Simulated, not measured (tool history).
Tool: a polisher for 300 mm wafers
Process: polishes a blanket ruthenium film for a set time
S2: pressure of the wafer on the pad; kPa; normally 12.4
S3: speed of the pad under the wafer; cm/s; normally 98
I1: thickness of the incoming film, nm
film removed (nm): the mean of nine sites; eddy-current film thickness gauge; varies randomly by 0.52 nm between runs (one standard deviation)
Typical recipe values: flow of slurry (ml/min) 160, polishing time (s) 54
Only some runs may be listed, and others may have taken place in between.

Run 1, day 0.000: usual settings; I1 579.2. Result: film removed (nm) 52.1.
Run 2, day 1.883: usual settings; I1 571.6. Result: film removed (nm) 52.1.
Run 3, day 3.846: usual settings; I1 580.8. Result: film removed (nm) 52.2.
Run 4, day 7.071: usual settings; I1 581.6. Result: film removed (nm) 51.8.
Run 5, day 9.779: usual settings; I1 569.1. Result: film removed (nm) 51.3.
Run 6, day 13.100: usual settings; I1 576.4. Result: film removed (nm) 50.7.
At day 13.429: slurry nozzle cleaned.
Run 7, day 17.504: usual settings; I1 577.8. Result: film removed (nm) 50.3.
At day 19.825: worn pad replaced by a new one.
Run 8, day 20.233: usual settings; I1 579.2. Result: film removed (nm) 52.1.
Run 9, day 23.775: usual settings but S2 15.2 kPa; I1 585.0. Result: film removed (nm) 63.1.
At day 25.492: head pressure recalibrated.
Run 10, day 27.233: usual settings but S2 15.2 kPa; I1 573.6. Result: film removed (nm) 63.1.
Run 11, day 30.179: usual settings but S2 15.2 kPa; I1 572.2. Result: film removed (nm) 61.1.
Run 12, day 32.054: usual settings; I1 584.9. Result: film removed (nm) 51.1.
At day 32.421: slurry nozzle cleaned.
Run 13, day 34.254: usual settings but flow of slurry (ml/min) 195; I1 576.3. Result: film removed (nm) 51.1.
Run 14, day 37.067: usual settings but flow of slurry (ml/min) 195; I1 579.5. Result: film removed (nm) 51.1.
At day 39.275: worn pad replaced by a new one.
Run 15, day 39.346: usual settings but flow of slurry (ml/min) 195; I1 590.8. Result: film removed (nm) 54.0.
Run 16, day 41.717: usual settings; I1 576.3. Result: film removed (nm) 50.5.
Run 17, day 43.762: usual settings but flow of slurry (ml/min) 175, S2 13.8 kPa, S3 88 cm/s; I1 580.7. Result: film removed (nm) 51.4.
Run 18, day 48.158: usual settings but flow of slurry (ml/min) 115, S2 9.0 kPa, S3 70 cm/s, polishing time (s) 60; I1 576.9. Result: film removed (nm) 27.8.
At day 51.512: slurry nozzle cleaned.
Run 19, day 51.825: usual settings; I1 587.3. Result: film removed (nm) 49.2.
Run 20, day 54.379: usual settings but flow of slurry (ml/min) 110; I1 575.1. Result: film removed (nm) 47.6.
At day 57.433: worn pad replaced by a new one.
At day 58.442: head pressure recalibrated.
Run 21, day 62.046: usual settings but flow of slurry (ml/min) 115; I1 580.8. Result: film removed (nm) 49.8.
Run 22, day 65.717: usual settings; I1 587.8. Result: film removed (nm) 51.2.
Run 23, day 67.742: usual settings but flow of slurry (ml/min) 140; I1 581.9. Result: film removed (nm) 50.7.
Run 24, day 69.967: usual settings but flow of slurry (ml/min) 130, S2 15.9 kPa, S3 110 cm/s, polishing time (s) 70; I1 567.9. Result: film removed (nm) 90.5.
At day 72.775: slurry nozzle cleaned.
Run 25, day 73.525: usual settings but flow of slurry (ml/min) 210, polishing time (s) 68; I1 581.0. Result: film removed (nm) 65.2.
Run 26, day 76.738: usual settings; I1 584.9. Result: film removed (nm) 49.3.
At day 78.346: worn pad replaced by a new one.
Run 27, day 80.304: usual settings but flow of slurry (ml/min) 210, S2 11.0 kPa, S3 124 cm/s; I1 579.5. Result: film removed (nm) 60.0.
Run 28, day 82.192: usual settings; I1 568.7. Result: film removed (nm) 51.6.
Run 29, day 84.958: usual settings but S3 126 cm/s; I1 585.0. Result: film removed (nm) 66.3.
Run 30, day 88.642: usual settings but S2 8.3 kPa, S3 68 cm/s; I1 568.4. Result: film removed (nm) 23.6.
Run 31, day 90.767: usual settings but polishing time (s) 71; I1 581.1. Result: film removed (nm) 66.6.
At day 92.562: slurry nozzle cleaned.
Run 32, day 94.975: usual settings; I1 579.5. Result: film removed (nm) 51.0.

Predict each of these 3 candidate next runs independently; none follows another, all start after run 32:
Run A, day 94.992: usual settings but S2 15.9 kPa; I1 581.9. Result: film removed (nm) ?.
Run B, day 94.992: usual settings but S3 116 cm/s, polishing time (s) 41; I1 581.9. Result: film removed (nm) ?.
Run C, day 94.992: usual settings but S2 15.2 kPa, S3 84 cm/s; I1 581.9. Result: film removed (nm) ?.

run  film removed (nm)
  A               63.3
  B               44.5
  C               51.9
Take away the tool's hidden state, keep each run's random variation, and the runs would have read:
run  film removed (nm)
  A               66.4
  B               46.7
  C               54.4
